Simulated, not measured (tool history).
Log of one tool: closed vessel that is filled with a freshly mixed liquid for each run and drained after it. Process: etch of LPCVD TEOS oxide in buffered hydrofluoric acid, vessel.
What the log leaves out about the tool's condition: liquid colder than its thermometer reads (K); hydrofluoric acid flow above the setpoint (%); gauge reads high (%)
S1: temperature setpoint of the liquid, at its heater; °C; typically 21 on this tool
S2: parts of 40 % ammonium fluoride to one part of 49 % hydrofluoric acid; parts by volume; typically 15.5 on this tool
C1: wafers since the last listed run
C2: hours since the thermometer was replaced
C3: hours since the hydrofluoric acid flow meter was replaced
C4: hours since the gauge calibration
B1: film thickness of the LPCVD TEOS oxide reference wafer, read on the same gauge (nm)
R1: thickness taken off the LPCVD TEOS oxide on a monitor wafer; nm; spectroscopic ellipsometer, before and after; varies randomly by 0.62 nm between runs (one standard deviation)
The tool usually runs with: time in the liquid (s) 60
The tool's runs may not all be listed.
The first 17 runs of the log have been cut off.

{"run": 18, "hour": 959.5, "S1": 21, "S2": 19, "time in the liquid (s)": 60, "C1": 5291, "C2": 792.1, "C3": 227.2, "C4": 1329, "B1": 79.97, "R1": 55.47}
{"run": 19, "hour": 1004.0, "S1": 21, "S2": 15.5, "time in the liquid (s)": 60, "C1": 3719, "C2": 836.6, "C3": 271.7, "C4": 1373.5, "B1": 79.98, "R1": 67.82}
{"run": 20, "hour": 1045.4, "S1": 24, "S2": 15.5, "time in the liquid (s)": 60, "C1": 3460, "C2": 878, "C3": 313.1, "C4": 1414.9, "B1": 79.99, "R1": 79.72}
{"run": 21, "hour": 1082.7, "S1": 26, "S2": 15.5, "time in the liquid (s)": 70, "C1": 3117, "C2": 915.3, "C3": 350.4, "C4": 1452.2, "B1": 80.01, "R1": 103.5}
{"hour": 1135.1, "done": "gauge calibrated"}
{"run": 22, "hour": 1150.2, "S1": 17, "S2": 15.5, "time in the liquid (s)": 40, "C1": 5642, "C2": 982.8, "C3": 417.9, "C4": 15.1, "B1": 80.03, "R1": 36.51}
{"run": 23, "hour": 1180.2, "S1": 18.5, "S2": 19, "time in the liquid (s)": 75, "C1": 2507, "C2": 1012.8, "C3": 447.9, "C4": 45.1, "B1": 79.97, "R1": 60.7}
{"run": 24, "hour": 1239.3, "S1": 21, "S2": 15.5, "time in the liquid (s)": 60, "C1": 4940, "C2": 1071.9, "C3": 507, "C4": 104.2, "B1": 80.01, "R1": 68.94}
{"run": 25, "hour": 1283.0, "S1": 17, "S2": 12.5, "time in the liquid (s)": 60, "C1": 3652, "C2": 1115.6, "C3": 550.7, "C4": 147.9, "B1": 80.01, "R1": 67.43}
{"run": 26, "hour": 1316.8, "S1": 21, "S2": 15.5, "time in the liquid (s)": 40, "C1": 2825, "C2": 1149.4, "C3": 584.5, "C4": 181.7, "B1": 79.98, "R1": 45.98}
{"run": 27, "hour": 1368.7, "S1": 21, "S2": 15.5, "time in the liquid (s)": 60, "C1": 4338, "C2": 1201.3, "C3": 636.4, "C4": 233.6, "B1": 80.01, "R1": 69.91}
{"run": 28, "hour": 1511.6, "S1": 25, "S2": 15.5, "time in the liquid (s)": 85, "C1": 11945, "C2": 1344.2, "C3": 779.3, "C4": 376.5, "B1": 79.97, "R1": 123.18}
{"run": 29, "hour": 1677.7, "S1": 21, "S2": 15.5, "time in the liquid (s)": 60, "C1": 13884, "C2": 1510.3, "C3": 945.4, "C4": 542.6, "B1": 79.97, "R1": 70.45}
{"run": 30, "hour": 1731.3, "S1": 21, "S2": 20.5, "time in the liquid (s)": 60, "C1": 4480, "C2": 1563.9, "C3": 999, "C4": 596.2, "B1": 79.99, "R1": 53.92}
{"run": 31, "hour": 1775.3, "S1": 23, "S2": 15.5, "time in the liquid (s)": 60, "C1": 3677, "C2": 1607.9, "C3": 1043, "C4": 640.2, "B1": 80.05, "R1": 79.53}
{"run": 32, "hour": 1822.4, "S1": 22.5, "S2": 15.5, "time in the liquid (s)": 60, "C1": 3937, "C2": 1655, "C3": 1090.1, "C4": 687.3, "B1": 79.99, "R1": 76.78}

Consider 5 possible next runs. They are alternatives, not a sequence: every one starts from the tool as it was left by run 32. What does each give?
{"run": "A", "hour": 1823.1, "S1": 21, "S2": 15.5, "time in the liquid (s)": 60, "C1": 58, "C2": 1655.7, "C3": 1090.8, "C4": 688, "B1": "?", "R1": "?"}
{"run": "B", "hour": 1823.1, "S1": 21, "S2": 20.5, "time in the liquid (s)": 50, "C1": 58, "C2": 1655.7, "C3": 1090.8, "C4": 688, "B1": "?", "R1": "?"}
{"run": "C", "hour": 1823.1, "S1": 21, "S2": 21, "time in the liquid (s)": 35, "C1": 58, "C2": 1655.7, "C3": 1090.8, "C4": 688, "B1": "?", "R1": "?"}
{"run": "D", "hour": 1823.1, "S1": 25, "S2": 15.5, "time in the liquid (s)": 80, "C1": 58, "C2": 1655.7, "C3": 1090.8, "C4": 688, "B1": "?", "R1": "?"}
{"run": "E", "hour": 1823.1, "S1": 17, "S2": 11, "time in the liquid (s)": 85, "C1": 58, "C2": 1655.7, "C3": 1090.8, "C4": 688, "B1": "?", "R1": "?"}

run=A B1=80.03 R1=71.96
run=B B1=80.03 R1=45.53
run=C B1=80.03 R1=31.12
run=D B1=80.03 R1=119.54
run=E B1=80.03 R1=113.8
Take away the tool's hidden state, keep each run's random variation, and the runs would have read:
run=A R1=66.85
run=B R1=42.59
run=C R1=29.32
run=D R1=111.06
run=E R1=105.78
